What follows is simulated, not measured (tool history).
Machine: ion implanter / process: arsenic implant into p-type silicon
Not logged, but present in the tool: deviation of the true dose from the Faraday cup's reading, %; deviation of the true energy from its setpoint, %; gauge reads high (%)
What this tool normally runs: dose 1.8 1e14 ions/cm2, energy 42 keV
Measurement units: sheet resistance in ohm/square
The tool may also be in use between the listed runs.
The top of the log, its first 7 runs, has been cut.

run	hour	dose	energy	wafers since the last listed run	hours since the last dose calibration	hours since the extraction supply was calibrated	hours since the gauge calibration	read-back reference wafer on the same gauge, sheet resistance	sheet resistance
8	87.7	1.8	42	354	2155	4055.2	208.1	351.09	402.94
9	98.5	1.8	42	364	2165.8	4066	218.9	350.88	405.46
10	151.6	1.48	30.5	1791	2218.9	4119.1	272	351.11	489.62
# hour 171.5: extraction supply calibrated
11	172	1.8	42	418	2239.3	0.5	292.4	350.81	401.62
12	181	1.8	42	303	2248.3	9.5	301.4	350.98	404.03
13	189.6	1.8	42	290	2256.9	18.1	310	350.91	402.45
14	197.6	1.8	42	269	2264.9	26.1	318	350.83	400.81
15	207.5	1.8	42	333	2274.8	36	327.9	350.85	401.31
16	220.6	1.8	42	441	2287.9	49.1	341	350.89	403.02
17	228.2	2.18	33.5	256	2295.5	56.7	348.6	350.93	364.12
18	239.4	2.18	33.5	377	2306.7	67.9	359.8	350.84	361.39
19	253.5	1.31	32	475	2320.8	82	373.9	351.13	528.62
20	269	1.8	56	522	2336.3	97.5	389.4	351.12	383.97
21	286.1	1.8	42	576	2353.4	114.6	406.5	350.87	402.31
22	294.8	2.1	52.5	293	2362.1	123.3	415.2	351.43	346.01
23	344.8	1.8	55.5	1686	2412.1	173.3	465.2	351.18	384.89
# hour 359.7: Faraday cup replaced and dose calibrated
24	360.2	1.45	42	249	0.5	188.7	480.6	351.25	465.68
25	360.5	1.8	42	10	0.8	189	480.9	350.7	402.71
26	371.5	2.18	28	371	11.8	200	491.9	351.28	370.55
# hour 395: gauge calibrated
27	400.2	1.94	51.5	968	40.5	228.7	5.2	351.13	370.49
28	415.8	1.57	31.5	526	56.1	244.3	20.8	351.03	464.08
29	465.6	1.8	42	1680	105.9	294.1	70.6	351.04	403.48
30	478.4	2.17	36.5	431	118.7	306.9	83.4	350.74	360.6
31	491.9	1.8	35.5	455	132.2	320.4	96.9	350.61	412.59
32	517	1.8	49	846	157.3	345.5	122	350.99	393.83

4 ways to go on from here, each from the tool as it stands after run 32. What would each give?
A	517.4	1.39	42	13	157.7	345.9	122.4	?	?
B	517.4	1.8	53.5	13	157.7	345.9	122.4	?	?
C	517.4	1.8	52.5	13	157.7	345.9	122.4	?	?
D	517.4	2.16	46	13	157.7	345.9	122.4	?	?

run	read-back reference wafer on the same gauge, sheet resistance	sheet resistance
A	351.05	483.75
B	351.05	388.1
C	351.05	389.32
D	351.05	349.54
Without the tool's unlogged condition, the same runs would have read:
run	sheet resistance
A	483.75
B	388.1
C	389.32
D	349.54
